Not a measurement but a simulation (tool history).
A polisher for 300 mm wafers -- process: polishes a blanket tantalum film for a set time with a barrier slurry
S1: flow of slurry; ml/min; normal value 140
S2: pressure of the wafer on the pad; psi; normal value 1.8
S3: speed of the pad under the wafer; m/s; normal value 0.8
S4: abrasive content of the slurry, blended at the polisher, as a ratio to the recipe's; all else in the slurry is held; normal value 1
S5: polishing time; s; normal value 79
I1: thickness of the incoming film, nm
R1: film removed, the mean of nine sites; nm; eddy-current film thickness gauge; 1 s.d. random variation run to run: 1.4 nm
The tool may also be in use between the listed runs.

run 1 hour=0 | S1=140 S2=1.8 S3=0.8 S4=1 S5=79 | I1=407.9 | R1=101.1
run 2 hour=33 | S1=140 S2=1.8 S3=0.96 S4=1 S5=79 | I1=408.6 | R1=117.5
run 3 hour=72.2 | S1=140 S2=1.8 S3=0.96 S4=1 S5=79 | I1=417 | R1=115.6
run 4 hour=127.5 | S1=140 S2=1.8 S3=0.96 S4=1 S5=79 | I1=409.4 | R1=118.9
run 5 hour=153.5 | S1=140 S2=1.8 S3=0.8 S4=1 S5=79 | I1=402 | R1=104.3
run 6 hour=213.8 | S1=140 S2=1.8 S3=0.8 S4=1 S5=79 | I1=411.3 | R1=102.2
run 7 hour=280.4 | S1=140 S2=1.8 S3=0.8 S4=1 S5=79 | I1=408.9 | R1=101.8
run 8 hour=335.3 | S1=140 S2=1.8 S3=0.8 S4=0.9 S5=79 | I1=410.9 | R1=96.2
run 9 hour=398.7 | S1=140 S2=1.8 S3=0.8 S4=0.9 S5=79 | I1=402.1 | R1=94.7
run 10 hour=444.8 | S1=140 S2=1.8 S3=0.8 S4=1 S5=79 | I1=415 | R1=98.6
run 11 hour=512.3 | S1=140 S2=1.8 S3=0.8 S4=1 S5=79 | I1=413.2 | R1=94
run 12 hour=581 | S1=140 S2=1.8 S3=0.8 S4=1 S5=79 | I1=404.5 | R1=91.6
run 13 hour=639.1 | S1=140 S2=1.8 S3=0.8 S4=1 S5=79 | I1=408.7 | R1=90.1
run 14 hour=683.2 | S1=140 S2=1.8 S3=0.8 S4=1 S5=79 | I1=413.2 | R1=88.3
run 15 hour=744.4 | S1=140 S2=1.8 S3=0.8 S4=1 S5=79 | I1=405.5 | R1=107.6
run 16 hour=841.8 | S1=140 S2=1.8 S3=0.96 S4=1 S5=61 | I1=407.5 | R1=95.4
run 17 hour=886.1 | S1=100 S2=1.8 S3=0.8 S4=0.75 S5=92 | I1=406.6 | R1=105.6
run 18 hour=921 | S1=140 S2=1.8 S3=0.88 S4=1 S5=79 | I1=407.4 | R1=111.1
run 19 hour=992.8 | S1=140 S2=1.8 S3=0.96 S4=1 S5=79 | I1=411.1 | R1=120.8
run 20 hour=1018.5 | S1=180 S2=1.8 S3=0.8 S4=1 S5=68 | I1=411.2 | R1=87.8
run 21 hour=1079.3 | S1=140 S2=1.8 S3=0.8 S4=1 S5=79 | I1=410.5 | R1=99.8
run 22 hour=1149.4 | S1=140 S2=1.8 S3=0.8 S4=0.75 S5=90 | I1=407.8 | R1=109.3
run 23 hour=1179.2 | S1=140 S2=1.8 S3=0.96 S4=1 S5=97 | I1=418.2 | R1=149.1
run 24 hour=1216.7 | S1=170 S2=1.8 S3=0.98 S4=1.25 S5=54 | I1=408.6 | R1=89.3
run 25 hour=1280.9 | S1=165 S2=1.6 S3=0.6 S4=1 S5=58 | I1=410.2 | R1=50.2
run 26 hour=1341.5 | S1=140 S2=1.8 S3=0.8 S4=1 S5=100 | I1=412.9 | R1=125.6
run 27 hour=1421.3 | S1=140 S2=1.8 S3=1.04 S4=1 S5=79 | I1=407.7 | R1=130.2
run 28 hour=1484.1 | S1=180 S2=2.2 S3=0.9 S4=1 S5=90 | I1=410.8 | R1=166.7
run 29 hour=1545.5 | S1=140 S2=1.8 S3=0.8 S4=1 S5=79 | I1=410.8 | R1=102.7
run 30 hour=1579.2 | S1=180 S2=1.8 S3=0.8 S4=1 S5=88 | I1=409.1 | R1=116
run 31 hour=1640.7 | S1=140 S2=1.8 S3=0.8 S4=1 S5=79 | I1=417.7 | R1=100.5

Put back what was entered between runs (15 entries, withheld): which listed runs does each sit between, and how does the hidden state differ from the listed run before to the listed run after?
Run 1 -> run 2: head pressure recalibrated (hour 5.2)
  removal rate lost through wear of the pad, %: 5.88 -> 6.22
  measured result minus the result with no hidden state, R1: -6.3 -> -7.8 nm
Run 4 -> run 5: worn pad replaced by a new one (hour 146.7)
  removal rate lost through wear of the pad, %: 6.76 -> 0.949
  measured result minus the result with no hidden state, R1: -8.6 -> -1 nm
Run 7 -> run 8: slurry nozzle cleaned (hour 286.5); slurry blender recalibrated (hour 313.6)
  removal rate lost through wear of the pad, %: 4.81 -> 5.51
  measured result minus the result with no hidden state, R1: -5.2 -> -5.6 nm
Run 10 -> run 11: worn pad replaced by a new one (hour 503.2)
  removal rate lost through wear of the pad, %: 6.19 -> 10.8
  measured result minus the result with no hidden state, R1: -6.5 -> -11.4 nm
Run 14 -> run 15: slurry blender recalibrated (hour 710.8); slurry nozzle cleaned (hour 718.7); worn pad replaced by a new one, repeated, since the last time left the tool worse (hour 743.9)
  removal rate lost through wear of the pad, %: 15.1 -> 0.241
  measured result minus the result with no hidden state, R1: -15.7 -> -0.3 nm
Run 15 -> run 16: head pressure recalibrated (hour 811.5)
  removal rate lost through wear of the pad, %: 0.241 -> 3.76
  measured result minus the result with no hidden state, R1: -0.3 -> -3.7 nm
Run 21 -> run 22: slurry blender recalibrated (hour 1087.9); worn pad replaced by a new one (hour 1092.4)
  removal rate lost through wear of the pad, %: 5.92 -> 2.54
  measured result minus the result with no hidden state, R1: -6.3 -> -2.9 nm
Run 23 -> run 24: slurry nozzle cleaned (hour 1186.6)
  removal rate lost through wear of the pad, %: 3.38 -> 4.17
  measured result minus the result with no hidden state, R1: -5.2 -> -3.9 nm
Run 27 -> run 28: slurry blender recalibrated (hour 1443.9); worn pad replaced by a new one (hour 1449.5)
  removal rate lost through wear of the pad, %: 5.8 -> 1.88
  measured result minus the result with no hidden state, R1: -8.1 -> -3.2 nm
Run 28 -> run 29: head pressure recalibrated (hour 1528.8)
  removal rate lost through wear of the pad, %: 1.88 -> 3.76
  measured result minus the result with no hidden state, R1: -3.2 -> -4 nm
